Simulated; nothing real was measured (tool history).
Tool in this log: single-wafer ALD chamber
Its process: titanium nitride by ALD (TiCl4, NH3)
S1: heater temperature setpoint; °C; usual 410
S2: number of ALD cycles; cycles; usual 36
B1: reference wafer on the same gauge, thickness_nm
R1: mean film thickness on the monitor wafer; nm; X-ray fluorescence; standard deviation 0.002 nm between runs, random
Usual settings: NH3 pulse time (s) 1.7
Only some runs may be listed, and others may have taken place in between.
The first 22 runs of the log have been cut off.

{"hour": 1204.3, "done": "showerhead replaced"}
{"run": 23, "hour": 1219.7, "S1": 410, "S2": 36, "NH3 pulse time (s)": 1.7, "B1": 0.967, "R1": 0.868}
{"run": 24, "hour": 1266.3, "S1": 410, "S2": 32, "NH3 pulse time (s)": 1.48, "B1": 0.967, "R1": 0.765}
{"hour": 1310.0, "done": "thermocouple changed; heater temperature recalibrated"}
{"run": 25, "hour": 1335.7, "S1": 410, "S2": 36, "NH3 pulse time (s)": 1.87, "B1": 0.966, "R1": 0.871}
{"run": 26, "hour": 1361.6, "S1": 403, "S2": 30, "NH3 pulse time (s)": 1.37, "B1": 0.965, "R1": 0.704}
{"run": 27, "hour": 1416.4, "S1": 410, "S2": 36, "NH3 pulse time (s)": 1.7, "B1": 0.964, "R1": 0.863}
{"run": 28, "hour": 1487.0, "S1": 415, "S2": 38, "NH3 pulse time (s)": 1.7, "B1": 0.963, "R1": 0.915}
{"hour": 1533.1, "done": "gauge calibrated"}
{"run": 29, "hour": 1539.9, "S1": 424, "S2": 36, "NH3 pulse time (s)": 1.37, "B1": 0.978, "R1": 0.872}
{"run": 30, "hour": 1573.1, "S1": 410, "S2": 36, "NH3 pulse time (s)": 2.25, "B1": 0.978, "R1": 0.889}
{"run": 31, "hour": 1642.8, "S1": 399, "S2": 31, "NH3 pulse time (s)": 1.31, "B1": 0.978, "R1": 0.733}
{"run": 32, "hour": 1668.3, "S1": 402, "S2": 36, "NH3 pulse time (s)": 2.06, "B1": 0.978, "R1": 0.883}
{"run": 33, "hour": 1726.6, "S1": 410, "S2": 36, "NH3 pulse time (s)": 1.7, "B1": 0.979, "R1": 0.879}
{"run": 34, "hour": 1794.3, "S1": 410, "S2": 36, "NH3 pulse time (s)": 1.7, "B1": 0.978, "R1": 0.874}
{"run": 35, "hour": 1856.7, "S1": 406, "S2": 30, "NH3 pulse time (s)": 1.7, "B1": 0.978, "R1": 0.731}
{"run": 36, "hour": 1897.5, "S1": 410, "S2": 33, "NH3 pulse time (s)": 1.13, "B1": 0.977, "R1": 0.777}
{"run": 37, "hour": 1964.6, "S1": 410, "S2": 36, "NH3 pulse time (s)": 1.42, "B1": 0.978, "R1": 0.864}
{"run": 38, "hour": 2020.7, "S1": 410, "S2": 36, "NH3 pulse time (s)": 1.7, "B1": 0.977, "R1": 0.878}
{"run": 39, "hour": 2062.6, "S1": 410, "S2": 36, "NH3 pulse time (s)": 1.41, "B1": 0.977, "R1": 0.864}

4 options for the next run, each taken on its own from the tool as it stands now. Forecast them:
{"run": "A", "hour": 2063.1, "S1": 410, "S2": 36, "NH3 pulse time (s)": 1.7, "B1": "?", "R1": "?"}
{"run": "B", "hour": 2063.1, "S1": 398, "S2": 40, "NH3 pulse time (s)": 1.7, "B1": "?", "R1": "?"}
{"run": "C", "hour": 2063.1, "S1": 404, "S2": 36, "NH3 pulse time (s)": 1.7, "B1": "?", "R1": "?"}
{"run": "D", "hour": 2063.1, "S1": 410, "S2": 32, "NH3 pulse time (s)": 1.7, "B1": "?", "R1": "?"}

run=A B1=0.977 R1=0.872
run=B B1=0.977 R1=0.961
run=C B1=0.977 R1=0.87
run=D B1=0.977 R1=0.776
With no hidden state in the tool, these same runs would have given:
run=A R1=0.874
run=B R1=0.963
run=C R1=0.871
run=D R1=0.777
